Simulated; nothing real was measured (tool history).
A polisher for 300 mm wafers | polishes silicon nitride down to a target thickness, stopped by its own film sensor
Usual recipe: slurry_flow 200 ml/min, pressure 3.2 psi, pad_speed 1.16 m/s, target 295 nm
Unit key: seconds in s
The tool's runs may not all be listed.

| run | hour | slurry_flow | pressure | pad_speed | target | wafers since the last listed run | wafers polished on this pad | hours since the slurry nozzle was cleaned | hours since the head pressure was calibrated | incoming thickness of the incoming film, nm | seconds |
|---|---|---|---|---|---|---|---|---|---|---|---|
| 1 | 0 | 200 | 3.2 | 0.86 | 295 | 0 | 1042 | 818.5 | 585.8 | 419.5 | 102.1 |
| 2 | 6.1 | 200 | 3.8 | 1.16 | 295 | 42 | 1084 | 824.6 | 591.9 | 416.4 | 68.1 |
| 3 | 14.3 | 200 | 3.8 | 1.16 | 295 | 56 | 1141 | 832.8 | 600.1 | 420.2 | 69 |
|  | 21.2 | worn pad replaced by a new one |
| 4 | 21.8 | 200 | 3.8 | 1.16 | 295 | 24 | 4 | 840.3 | 607.6 | 415.1 | 65.4 |
| 5 | 30.2 | 200 | 3.2 | 1.16 | 295 | 57 | 62 | 848.7 | 616 | 423.2 | 85 |
| 6 | 39.1 | 200 | 3.2 | 1.16 | 295 | 61 | 123 | 857.6 | 624.9 | 425.1 | 85 |
| 7 | 50.9 | 200 | 3.2 | 1.16 | 295 | 81 | 204 | 869.4 | 636.7 | 419.9 | 81.5 |
| 8 | 66.4 | 200 | 3.2 | 1.16 | 295 | 106 | 311 | 884.9 | 652.2 | 422.3 | 82 |
| 9 | 79 | 200 | 3.2 | 1.16 | 295 | 86 | 398 | 897.5 | 664.8 | 421 | 83 |
| 10 | 90.7 | 200 | 3.2 | 1.16 | 295 | 80 | 479 | 909.2 | 676.5 | 414.7 | 77.7 |
| 11 | 99.3 | 200 | 3.2 | 1.16 | 295 | 59 | 538 | 917.8 | 685.1 | 416 | 79.2 |
| 12 | 114.9 | 200 | 3.2 | 1.16 | 295 | 107 | 645 | 933.4 | 700.7 | 417 | 81.3 |
|  | 125.5 | slurry nozzle cleaned |
| 13 | 141.3 | 200 | 3.2 | 1.16 | 295 | 175 | 821 | 15.8 | 727.1 | 425 | 85.7 |
| 14 | 157.9 | 200 | 3.2 | 1.16 | 295 | 114 | 935 | 32.4 | 743.7 | 414.4 | 78.6 |
| 15 | 167.8 | 200 | 3.2 | 1.3 | 322 | 68 | 1003 | 42.3 | 753.6 | 418.9 | 59.2 |
| 16 | 174.8 | 200 | 3.8 | 1.16 | 295 | 48 | 1051 | 49.3 | 760.6 | 425.4 | 73.3 |
|  | 188.1 | head pressure recalibrated |
|  | 193.9 | worn pad replaced by a new one |
| 17 | 194.4 | 200 | 2.8 | 1.16 | 316 | 93 | 3 | 68.9 | 6.3 | 420.7 | 78.1 |
| 18 | 199 | 200 | 3.2 | 1.3 | 322 | 31 | 34 | 73.5 | 10.9 | 414.3 | 54.1 |
| 19 | 205.8 | 140 | 2.2 | 1.16 | 309 | 46 | 81 | 80.3 | 17.7 | 414 | 107.4 |
| 20 | 223.2 | 200 | 2.9 | 1.02 | 295 | 119 | 201 | 97.7 | 35.1 | 422.9 | 105.1 |
| 21 | 230.5 | 130 | 3.8 | 0.98 | 323 | 50 | 251 | 105 | 42.4 | 410.8 | 60.3 |
| 22 | 246.7 | 235 | 3.2 | 1.52 | 320 | 111 | 363 | 121.2 | 58.6 | 417.7 | 50 |
| 23 | 263.4 | 235 | 3.2 | 0.88 | 309 | 115 | 478 | 137.9 | 75.3 | 412.7 | 83.3 |
| 24 | 281 | 200 | 3.2 | 1.16 | 277 | 121 | 600 | 155.5 | 92.9 | 414.9 | 89.5 |
| 25 | 288.5 | 200 | 3.2 | 1.16 | 295 | 51 | 651 | 163 | 100.4 | 422.2 | 83.4 |

How the hidden state differs across the entries between the runs, from the last listed run before each to the first after it:
Logged between run 3 and run 4: worn pad replaced by a new one (hour 21.2)
  no hidden state differs between the two runs
Logged between run 12 and run 13: slurry nozzle cleaned (hour 125.5)
  no hidden state differs between the two runs
Logged between run 16 and run 17: head pressure recalibrated (hour 188.1); worn pad replaced by a new one (hour 193.9)
  no hidden state differs between the two runs
